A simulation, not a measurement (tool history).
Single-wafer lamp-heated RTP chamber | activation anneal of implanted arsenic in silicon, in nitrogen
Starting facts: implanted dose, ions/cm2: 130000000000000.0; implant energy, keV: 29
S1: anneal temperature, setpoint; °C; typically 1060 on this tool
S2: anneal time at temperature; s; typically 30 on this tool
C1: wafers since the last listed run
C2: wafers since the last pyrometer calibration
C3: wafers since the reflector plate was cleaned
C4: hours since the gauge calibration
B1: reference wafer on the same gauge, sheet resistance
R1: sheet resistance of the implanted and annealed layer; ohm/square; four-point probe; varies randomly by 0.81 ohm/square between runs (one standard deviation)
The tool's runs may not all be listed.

Run 1, day 0.000: usual settings but S2 23 s; C1 0; C2 4989; C3 9658; C4 165.3; B1 587.09. Result: R1 540.85 ohm/square.
Run 2, day 0.838: usual settings but S2 23 s; C1 251; C2 5241; C3 9910; C4 185.4; B1 587.00. Result: R1 541.67 ohm/square.
Run 3, day 1.621: usual settings; C1 235; C2 5476; C3 10145; C4 204.2; B1 587.15. Result: R1 537.62 ohm/square.
Run 4, day 2.929: usual settings; C1 392; C2 5868; C3 10537; C4 235.6; B1 587.04. Result: R1 537.91 ohm/square.
Run 5, day 4.108: usual settings; C1 353; C2 6222; C3 10891; C4 263.9; B1 586.92. Result: R1 537.49 ohm/square.
Run 6, day 5.288: usual settings; C1 353; C2 6576; C3 11245; C4 292.2; B1 587.03. Result: R1 537.32 ohm/square.
At day 6.175: gauge calibrated.
Run 7, day 6.762: usual settings but S2 40 s; C1 442; C2 7018; C3 11687; C4 14.1; B1 586.80. Result: R1 535.28 ohm/square.
At day 7.675: reflector plate cleaned.
Run 8, day 7.696: usual settings but S2 40 s; C1 180; C2 7198; C3 5; C4 36.5; B1 587.17. Result: R1 535.70 ohm/square.
Run 9, day 8.600: usual settings; C1 271; C2 7470; C3 276; C4 58.2; B1 587.49. Result: R1 538.48 ohm/square.
Run 10, day 9.579: usual settings but S1 1043 °C; C1 293; C2 7763; C3 570; C4 81.7; B1 587.27. Result: R1 539.47 ohm/square.

Run 11 is up next; what results do you expect?
At day 9.988: pyrometer window cleaned and pyrometer calibrated.
Run 11, day 10.304: usual settings; C1 117; C2 95; C3 688; C4 99.1; B1 ?. Result: R1 ?.

{"run 11": {"B1": 586.93, "R1": 537.46}}
The same run, on a tool lacking any hidden state, would have yielded R1 537.46 ohm/square.
